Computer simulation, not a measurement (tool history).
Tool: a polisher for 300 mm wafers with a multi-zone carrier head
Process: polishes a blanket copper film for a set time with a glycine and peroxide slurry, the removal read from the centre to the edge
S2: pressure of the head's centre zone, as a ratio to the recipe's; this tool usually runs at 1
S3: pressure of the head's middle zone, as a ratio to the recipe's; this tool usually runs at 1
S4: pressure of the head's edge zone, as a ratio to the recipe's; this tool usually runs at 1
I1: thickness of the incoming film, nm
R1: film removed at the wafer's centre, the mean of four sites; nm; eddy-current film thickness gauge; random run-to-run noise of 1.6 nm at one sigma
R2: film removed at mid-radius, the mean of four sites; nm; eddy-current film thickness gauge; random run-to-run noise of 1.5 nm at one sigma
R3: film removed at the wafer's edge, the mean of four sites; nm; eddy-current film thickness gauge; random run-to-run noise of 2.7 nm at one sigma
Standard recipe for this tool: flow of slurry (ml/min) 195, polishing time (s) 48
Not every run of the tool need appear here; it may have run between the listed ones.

run 1 hour=0 | flow_of_slurry_(ml/min)=195 S2=1 S3=1 S4=1 polishing_time_(s)=48 | I1=2026.9 | R1=232.5 R2=232 R3=242.9
-- hour=11.7 worn pad replaced by a new one
run 2 hour=12.2 | flow_of_slurry_(ml/min)=195 S2=1 S3=1 S4=1 polishing_time_(s)=48 | I1=1992.3 | R1=247.5 R2=247.7 R3=259.4
run 3 hour=23.3 | flow_of_slurry_(ml/min)=230 S2=1 S3=1 S4=1 polishing_time_(s)=48 | I1=2012.1 | R1=247.6 R2=250.5 R3=250.1
run 4 hour=31.9 | flow_of_slurry_(ml/min)=195 S2=1 S3=1 S4=1 polishing_time_(s)=48 | I1=2011.1 | R1=241.3 R2=243.7 R3=251.7
-- hour=39.8 carrier head's membrane replaced by a new one
run 5 hour=47 | flow_of_slurry_(ml/min)=195 S2=1 S3=1 S4=1 polishing_time_(s)=48 | I1=2028.2 | R1=239 R2=241.4 R3=248
run 6 hour=62.5 | flow_of_slurry_(ml/min)=195 S2=0.94 S3=0.91 S4=1 polishing_time_(s)=48 | I1=2018.3 | R1=227.9 R2=222.9 R3=248.9
-- hour=64.8 centre zone pressure recalibrated
run 7 hour=69.5 | flow_of_slurry_(ml/min)=160 S2=1 S3=1 S4=0.96 polishing_time_(s)=59 | I1=2005.2 | R1=284.3 R2=283 R3=295.3
run 8 hour=77.6 | flow_of_slurry_(ml/min)=195 S2=1 S3=1 S4=1 polishing_time_(s)=48 | I1=2044 | R1=237.7 R2=239 R3=243.7
run 9 hour=93.6 | flow_of_slurry_(ml/min)=255 S2=1.09 S3=1.09 S4=1.07 polishing_time_(s)=48 | I1=2006.9 | R1=263 R2=264.3 R3=261.5
run 10 hour=103.4 | flow_of_slurry_(ml/min)=195 S2=1 S3=1.06 S4=1 polishing_time_(s)=36 | I1=2049 | R1=178 R2=189 R3=185.1
-- hour=113.8 worn pad replaced by a new one
run 11 hour=119.2 | flow_of_slurry_(ml/min)=195 S2=0.89 S3=1 S4=1 polishing_time_(s)=48 | I1=1995.1 | R1=219.5 R2=241.8 R3=251.5
run 12 hour=130.3 | flow_of_slurry_(ml/min)=195 S2=0.91 S3=1 S4=1.12 polishing_time_(s)=48 | I1=2009.8 | R1=224 R2=241.8 R3=266.8
run 13 hour=136.7 | flow_of_slurry_(ml/min)=195 S2=1.09 S3=1 S4=1 polishing_time_(s)=63 | I1=2030 | R1=339.6 R2=318.5 R3=330
run 14 hour=147.8 | flow_of_slurry_(ml/min)=195 S2=1 S3=1 S4=0.93 polishing_time_(s)=48 | I1=2022.6 | R1=240.7 R2=239.8 R3=240.9
run 15 hour=160.6 | flow_of_slurry_(ml/min)=195 S2=1 S3=1 S4=1 polishing_time_(s)=48 | I1=2041.5 | R1=239.1 R2=239.9 R3=246.3
run 16 hour=177.6 | flow_of_slurry_(ml/min)=195 S2=1 S3=1 S4=1 polishing_time_(s)=48 | I1=2024.3 | R1=237 R2=239 R3=240.4
run 17 hour=192.2 | flow_of_slurry_(ml/min)=175 S2=1 S3=1.11 S4=1.07 polishing_time_(s)=48 | I1=2028.9 | R1=229.4 R2=255 R3=245.8
run 18 hour=200.2 | flow_of_slurry_(ml/min)=195 S2=1.12 S3=1 S4=1 polishing_time_(s)=48 | I1=2010.7 | R1=258 R2=236.7 R3=245
run 19 hour=208.1 | flow_of_slurry_(ml/min)=195 S2=1 S3=1.06 S4=1 polishing_time_(s)=36 | I1=1989.5 | R1=175.2 R2=186.5 R3=182.7
run 20 hour=215.8 | flow_of_slurry_(ml/min)=195 S2=1 S3=1 S4=1.08 polishing_time_(s)=48 | I1=2022.1 | R1=232.6 R2=235.5 R3=250
-- hour=229.9 worn pad replaced by a new one
run 21 hour=232.5 | flow_of_slurry_(ml/min)=195 S2=1 S3=1 S4=1 polishing_time_(s)=48 | I1=2025.1 | R1=243.7 R2=244.4 R3=254.1

Below are 5 alternative next runs, each starting from the tool's condition after run 21. Predict each:
run A hour=232.9 | flow_of_slurry_(ml/min)=195 S2=1 S3=1 S4=1 polishing_time_(s)=48 | I1=2050.9 | R1=? R2=? R3=?
run B hour=232.9 | flow_of_slurry_(ml/min)=195 S2=0.9 S3=1 S4=1.03 polishing_time_(s)=48 | I1=2050.9 | R1=? R2=? R3=?
run C hour=232.9 | flow_of_slurry_(ml/min)=195 S2=1.04 S3=1 S4=1 polishing_time_(s)=40 | I1=2050.9 | R1=? R2=? R3=?
run D hour=232.9 | flow_of_slurry_(ml/min)=195 S2=1 S3=1 S4=0.9 polishing_time_(s)=43 | I1=2050.9 | R1=? R2=? R3=?
run E hour=232.9 | flow_of_slurry_(ml/min)=175 S2=1.03 S3=0.96 S4=1 polishing_time_(s)=48 | I1=2050.9 | R1=? R2=? R3=?

run=A R1=247.6 R2=244.4 R3=254
run=B R1=226.4 R2=244.5 R3=257.6
run=C R1=213.4 R2=203.6 R3=211.6
run=D R1=221.8 R2=219 R3=216.5
run=E R1=249.5 R2=232.4 R3=251.2
With no hidden state in the tool, these same runs would have given:
run=A R1=248.8 R2=245.5 R3=255.1
run=B R1=227.5 R2=245.6 R3=258.8
run=C R1=214.4 R2=204.6 R3=212.6
run=D R1=222.9 R2=220 R3=217.5
run=E R1=250.6 R2=233.5 R3=252.4

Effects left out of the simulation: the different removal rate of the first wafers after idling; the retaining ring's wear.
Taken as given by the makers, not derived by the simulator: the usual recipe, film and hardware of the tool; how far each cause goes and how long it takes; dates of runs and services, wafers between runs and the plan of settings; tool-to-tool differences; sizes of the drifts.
